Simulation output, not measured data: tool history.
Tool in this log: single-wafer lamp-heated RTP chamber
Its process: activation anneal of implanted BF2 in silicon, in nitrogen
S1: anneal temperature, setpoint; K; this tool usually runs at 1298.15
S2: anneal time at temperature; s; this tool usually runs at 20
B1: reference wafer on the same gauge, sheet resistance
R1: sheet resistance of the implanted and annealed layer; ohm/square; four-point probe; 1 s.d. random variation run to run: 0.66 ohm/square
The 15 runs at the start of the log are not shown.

| run | hour | S1 | S2 | B1 | R1 |
|---|---|---|---|---|---|
|  | 871.3 | pyrometer window cleaned and pyrometer calibrated, repeated, since the last time left the tool worse |
|  | 873 | gauge calibrated |
| 16 | 903.3 | 1298.15 | 20 | 213.81 | 188.09 |
| 17 | 934.8 | 1298.15 | 20 | 214.07 | 187.11 |
| 18 | 985.8 | 1282.15 | 29 | 214.01 | 190.16 |
| 19 | 1043.5 | 1298.15 | 20 | 213.83 | 184.58 |
| 20 | 1089.1 | 1271.15 | 20 | 213.94 | 206.48 |
| 21 | 1149.5 | 1314.15 | 15 | 213.97 | 180.73 |
| 22 | 1203 | 1327.15 | 24 | 214.23 | 168.29 |
|  | 1228.6 | pyrometer window cleaned and pyrometer calibrated |
| 23 | 1255.3 | 1324.15 | 23 | 214.1 | 170.44 |
| 24 | 1307.9 | 1323.15 | 31 | 213.68 | 167.35 |
| 25 | 1348.5 | 1321.15 | 20 | 213.88 | 173.46 |
| 26 | 1372.8 | 1312.15 | 20 | 214.08 | 178.1 |
| 27 | 1429 | 1298.15 | 20 | 214.09 | 184.88 |
| 28 | 1481.6 | 1270.15 | 25 | 213.87 | 201.38 |
| 29 | 1511.7 | 1298.15 | 20 | 213.88 | 184.58 |
|  | 1544.9 | pyrometer window cleaned and pyrometer calibrated |
| 30 | 1555.3 | 1298.15 | 30 | 214.18 | 180.76 |
|  | 1567.8 | reflector plate cleaned |
| 31 | 1590.8 | 1312.15 | 27 | 214.16 | 173.78 |

Each row is a separate what-if for the run after 31, all from the same tool condition, not one after another. Results?
| A | 1591.2 | 1298.15 | 16 | ? | ? |
| B | 1591.2 | 1284.15 | 15 | ? | ? |
| C | 1591.2 | 1287.15 | 20 | ? | ? |
| D | 1591.2 | 1315.15 | 20 | ? | ? |

| run | B1 | R1 |
|---|---|---|
| A | 213.81 | 191.42 |
| B | 213.81 | 203.88 |
| C | 213.81 | 195.46 |
| D | 213.81 | 177.8 |
Had the tool no hidden state, the same runs would have come out as:
| run | R1 |
|---|---|
| A | 193.14 |
| B | 206.05 |
| C | 197.47 |
| D | 179.01 |
